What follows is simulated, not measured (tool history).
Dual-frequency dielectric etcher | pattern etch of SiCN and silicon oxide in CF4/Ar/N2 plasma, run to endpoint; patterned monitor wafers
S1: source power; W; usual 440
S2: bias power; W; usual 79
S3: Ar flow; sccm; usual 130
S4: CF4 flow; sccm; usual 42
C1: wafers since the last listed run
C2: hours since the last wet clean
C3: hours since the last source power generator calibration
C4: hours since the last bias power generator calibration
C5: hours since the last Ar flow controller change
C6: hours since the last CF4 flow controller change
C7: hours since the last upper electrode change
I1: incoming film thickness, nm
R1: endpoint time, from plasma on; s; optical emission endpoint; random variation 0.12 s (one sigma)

run   hour   S1  S2   S3  S4   C1     C2      C3      C4      C5      C6      C7     I1    R1
  1      0  440  79  116  42    0    0.5  2451.5  3450.6  5558.9  1853.3  3158.6  11.81  14.9
  2    0.3  440  79  130  42    5    0.8  2451.8  3450.9  5559.2  1853.6  3158.9  11.98  15.5
  3    6.4  440  79  130  42  112    6.9  2457.9    3457  5565.3  1859.7    3165  11.92  15.3
  4     13  440  79  130  42  121   13.5  2464.5  3463.6  5571.9  1866.3  3171.6  11.91  15.6
  5   21.4  440  79  119  42  154   21.9  2472.9    3472  5580.3  1874.7    3180  11.88  15.3
  6   33.3  440  79  130  49  219   33.8  2484.8  3483.9  5592.2  1886.6  3191.9  11.86  15.1
  7   39.4  440  79  130  49  112   39.9  2490.9    3490  5598.3  1892.7    3198  11.94  15.2
  8   56.1  440  94  130  42  307   56.6  2507.6  3506.7    5615  1909.4  3214.7  11.84  14.5
  9   63.1  440  79  151  42  128   63.6  2514.6  3513.7    5622  1916.4  3221.7  11.89  15.7
 10   75.8  440  79  130  37  233   76.3  2527.3  3526.4  5634.7  1929.1  3234.4  11.91  15.5
 11     90  440  79  116  42  261   90.5  2541.5  3540.6  5648.9  1943.3  3248.6  11.91  15.1
 12   98.8  330  79  109  42  162   99.3  2550.3  3549.4  5657.7  1952.1  3257.4  11.87  17.7
     112.8  -- Ar flow controller replaced
 13  116.2  440  79  147  34  209  116.7  2567.7  3566.8     3.4  1969.5  3274.8  11.94  16.1
 14  122.7  440  79  130  48  119  123.2  2574.2  3573.3     9.9    1976  3281.3  11.85  14.8
 15  133.1  440  70  106  42  191  133.6  2584.6  3583.7    20.3  1986.4  3291.7  11.86    15
 16    148  410  96  112  42  274  148.5  2599.5  3598.6    35.2  2001.3  3306.6  11.94  14.7
 17    156  440  79  130  42  147  156.5  2607.5  3606.6    43.2  2009.3  3314.6  11.89  15.3
 18  168.7  380  90  111  42  233  169.2  2620.2  3619.3    55.9    2022  3327.3  11.85  15.6
       189  -- source power generator calibrated
       209  -- CF4 flow controller replaced
     211.2  -- upper electrode replaced
 19  211.7  400  95  117  52  567  212.2    22.7  3662.3    98.9     2.7     0.5  11.86  14.5
     222.7  -- bias power generator calibrated
 20  223.2  440  98  141  32  138  223.7    34.2     0.5   110.4    14.2      12  11.83  15.1
 21  234.6  440  85  130  48  209  235.1    45.6    11.9   121.8    25.6    23.4  11.99  14.8
 22  251.1  470  79  130  47  303  251.6    62.1    28.4   138.3    42.1    39.9  11.91  14.5
 23  297.7  440  79  130  42  858  298.2   108.7      75   184.9    88.7    86.5   11.9  15.5
 24  314.7  410  90  158  34  313  315.2   125.7      92   201.9   105.7   103.5  11.92  16.4
 25  325.7  440  79  130  42  202  326.2   136.7     103   212.9   116.7   114.5   11.8  15.4

3 ways to go on from here, each from the tool as it stands after run 25. What would each give?
  A  326.1  440  79  130  42   7  326.6  137.1  103.4  213.3  117.1  114.9  11.89   ?
  B  326.1  470  98  143  33   7  326.6  137.1  103.4  213.3  117.1  114.9  11.89   ?
  C  326.1  400  64  130  52   7  326.6  137.1  103.4  213.3  117.1  114.9  11.89   ?

run    R1
  A  15.5
  B  14.5
  C    17
Without the tool's hidden state the same runs would have given:
run    R1
  A  15.5
  B  14.5
  C    17
